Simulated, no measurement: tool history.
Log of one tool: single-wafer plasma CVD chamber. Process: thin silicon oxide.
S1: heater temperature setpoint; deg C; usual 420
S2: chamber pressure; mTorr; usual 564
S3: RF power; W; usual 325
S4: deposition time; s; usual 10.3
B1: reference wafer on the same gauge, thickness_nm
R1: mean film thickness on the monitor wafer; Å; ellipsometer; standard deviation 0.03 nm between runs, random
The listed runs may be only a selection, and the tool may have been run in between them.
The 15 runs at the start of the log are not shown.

{"run": 16, "hour": 194.2, "S1": 420, "S2": 564, "S3": 325, "S4": 8.5, "B1": 15.202, "R1": 110.59}
{"run": 17, "hour": 204.9, "S1": 420, "S2": 564, "S3": 325, "S4": 10.3, "B1": 15.197, "R1": 133.76}
{"hour": 213.0, "done": "RF generator calibrated"}
{"run": 18, "hour": 223.6, "S1": 415, "S2": 441, "S3": 325, "S4": 10.3, "B1": 15.198, "R1": 105}
{"hour": 225.4, "done": "gauge calibrated"}
{"run": 19, "hour": 234.8, "S1": 431, "S2": 564, "S3": 325, "S4": 10.3, "B1": 15.202, "R1": 132.87}
{"run": 20, "hour": 251.6, "S1": 420, "S2": 564, "S3": 325, "S4": 10.3, "B1": 15.205, "R1": 134.3}
{"hour": 261.9, "done": "thermocouple changed; heater temperature recalibrated"}
{"run": 21, "hour": 262.4, "S1": 420, "S2": 564, "S3": 265, "S4": 10.3, "B1": 15.207, "R1": 128.66}
{"run": 22, "hour": 273.2, "S1": 420, "S2": 564, "S3": 325, "S4": 10.3, "B1": 15.202, "R1": 134.13}
{"run": 23, "hour": 307.4, "S1": 420, "S2": 505, "S3": 270, "S4": 10.3, "B1": 15.205, "R1": 115.73}
{"run": 24, "hour": 317.0, "S1": 420, "S2": 614, "S3": 365, "S4": 10.3, "B1": 15.209, "R1": 149.51}
{"run": 25, "hour": 351.5, "S1": 420, "S2": 564, "S3": 325, "S4": 10.3, "B1": 15.199, "R1": 133.61}
{"run": 26, "hour": 359.6, "S1": 420, "S2": 603, "S3": 270, "S4": 10.3, "B1": 15.2, "R1": 137.53}
{"run": 27, "hour": 368.7, "S1": 420, "S2": 564, "S3": 325, "S4": 10.3, "B1": 15.197, "R1": 134.32}
{"run": 28, "hour": 379.0, "S1": 429, "S2": 618, "S3": 285, "S4": 8.4, "B1": 15.197, "R1": 115.77}
{"run": 29, "hour": 393.3, "S1": 420, "S2": 456, "S3": 325, "S4": 11.6, "B1": 15.199, "R1": 122.15}
{"run": 30, "hour": 409.9, "S1": 414, "S2": 611, "S3": 370, "S4": 10.3, "B1": 15.205, "R1": 149.66}

Here are 3 independent what-if runs from the current tool condition. What would each one return?
{"run": "A", "hour": 410.3, "S1": 420, "S2": 564, "S3": 325, "S4": 10.3, "B1": "?", "R1": "?"}
{"run": "B", "hour": 410.3, "S1": 420, "S2": 564, "S3": 270, "S4": 10.3, "B1": "?", "R1": "?"}
{"run": "C", "hour": 410.3, "S1": 409, "S2": 564, "S3": 290, "S4": 11.4, "B1": "?", "R1": "?"}

run=A B1=15.193 R1=134.09
run=B B1=15.193 R1=129.25
run=C B1=15.193 R1=146.22
Take away the tool's hidden state, keep each run's random variation, and the runs would have read:
run=A R1=134.09
run=B R1=129.25
run=C R1=146.22
